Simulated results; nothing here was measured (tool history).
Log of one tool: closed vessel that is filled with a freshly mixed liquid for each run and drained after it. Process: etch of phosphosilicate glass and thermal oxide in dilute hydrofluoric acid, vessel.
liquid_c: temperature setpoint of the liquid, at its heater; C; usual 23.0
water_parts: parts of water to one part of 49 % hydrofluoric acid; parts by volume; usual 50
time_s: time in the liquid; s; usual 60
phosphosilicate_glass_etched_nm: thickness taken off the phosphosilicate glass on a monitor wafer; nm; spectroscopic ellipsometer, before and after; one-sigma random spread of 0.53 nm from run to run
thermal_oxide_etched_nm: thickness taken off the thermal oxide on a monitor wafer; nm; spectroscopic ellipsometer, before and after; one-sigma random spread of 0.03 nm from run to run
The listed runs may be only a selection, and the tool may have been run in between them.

| run | hour | liquid_c | water_parts | time_s | wafers since the last listed run | hours since the thermometer was replaced | hours since the hydrofluoric acid flow meter was replaced | hours since the gauge calibration | read-back film thickness of the phosphosilicate glass reference wafer, read on the same gauge (nm) | read-back film thickness of the thermal oxide reference wafer, read on the same gauge (nm) | phosphosilicate_glass_etched_nm | thermal_oxide_etched_nm |
|---|---|---|---|---|---|---|---|---|---|---|---|---|
| 1 | 0.0 | 23.0 | 50 | 60 | 0 | 0.5 | 139.5 | 898.5 | 110.02 | 149.99 | 88.97 | 6.01 |
| 2 | 15.7 | 23.0 | 50 | 60 | 1944 | 16.2 | 155.2 | 914.2 | 109.96 | 149.99 | 90.43 | 5.93 |
| 3 | 32.2 | 23.0 | 40 | 80 | 2043 | 32.7 | 171.7 | 930.7 | 110.03 | 149.99 | 150.65 | 9.99 |
| 4 | 49.0 | 23.0 | 40 | 80 | 2080 | 49.5 | 188.5 | 947.5 | 109.96 | 150.01 | 151.79 | 10.01 |
| 5 | 66.5 | 23.0 | 40 | 80 | 2167 | 67.0 | 206.0 | 965.0 | 109.97 | 150.01 | 150.17 | 10.06 |
| 6 | 91.2 | 23.0 | 50 | 60 | 3059 | 91.7 | 230.7 | 989.7 | 110.01 | 149.97 | 89.33 | 5.89 |
| 7 | 120.9 | 23.0 | 65 | 60 | 3678 | 121.4 | 260.4 | 1019.4 | 110.03 | 149.98 | 66.41 | 4.46 |
| 8 | 144.5 | 26.5 | 35 | 40 | 2922 | 145.0 | 284.0 | 1043.0 | 110.03 | 150.01 | 98.55 | 6.62 |
| 9 | 173.4 | 23.0 | 50 | 60 | 3579 | 173.9 | 312.9 | 1071.9 | 110.03 | 149.99 | 88.42 | 5.85 |
|  | 185.3 | gauge calibrated |
| 10 | 208.8 | 27.0 | 40 | 80 | 4384 | 209.3 | 348.3 | 23.5 | 110.00 | 150.01 | 175.59 | 11.70 |
| 11 | 235.0 | 26.5 | 60 | 85 | 3244 | 235.5 | 374.5 | 49.7 | 110.01 | 150.05 | 118.36 | 7.94 |
| 12 | 334.0 | 19.5 | 30 | 60 | 12260 | 334.5 | 473.5 | 148.7 | 110.03 | 149.98 | 127.67 | 8.42 |
| 13 | 363.0 | 25.5 | 50 | 60 | 3591 | 363.5 | 502.5 | 177.7 | 109.94 | 149.98 | 97.19 | 6.41 |
| 14 | 404.9 | 19.5 | 45 | 70 | 5189 | 405.4 | 544.4 | 219.6 | 110.02 | 149.98 | 96.78 | 6.48 |
| 15 | 421.1 | 21.5 | 50 | 50 | 2006 | 421.6 | 560.6 | 235.8 | 109.98 | 150.01 | 67.53 | 4.52 |
| 16 | 434.9 | 23.0 | 50 | 60 | 1709 | 435.4 | 574.4 | 249.6 | 109.95 | 150.03 | 86.58 | 5.73 |
|  | 441.9 | hydrofluoric acid flow meter replaced |
| 17 | 467.8 | 23.0 | 40 | 60 | 3950 | 468.3 | 25.9 | 282.5 | 110.02 | 149.99 | 109.80 | 7.29 |
| 18 | 480.2 | 23.0 | 70 | 60 | 1535 | 480.7 | 38.3 | 294.9 | 110.00 | 150.07 | 59.64 | 3.98 |

Estimate the outcome of run 19 from the log above:
| 19 | 505.7 | 23.0 | 70 | 90 | 3158 | 506.2 | 63.8 | 320.4 | ? | ? | ? | ? |

Run 19 measured read-back film thickness of the phosphosilicate glass reference wafer, read on the same gauge (nm) 109.99, read-back film thickness of the thermal oxide reference wafer, read on the same gauge (nm) 150.03, phosphosilicate_glass_etched_nm 90.08 nm, thermal_oxide_etched_nm 5.96 nm.
Had the tool carried no hidden state, the very same run would have given phosphosilicate_glass_etched_nm 94.21 nm, thermal_oxide_etched_nm 6.23 nm.

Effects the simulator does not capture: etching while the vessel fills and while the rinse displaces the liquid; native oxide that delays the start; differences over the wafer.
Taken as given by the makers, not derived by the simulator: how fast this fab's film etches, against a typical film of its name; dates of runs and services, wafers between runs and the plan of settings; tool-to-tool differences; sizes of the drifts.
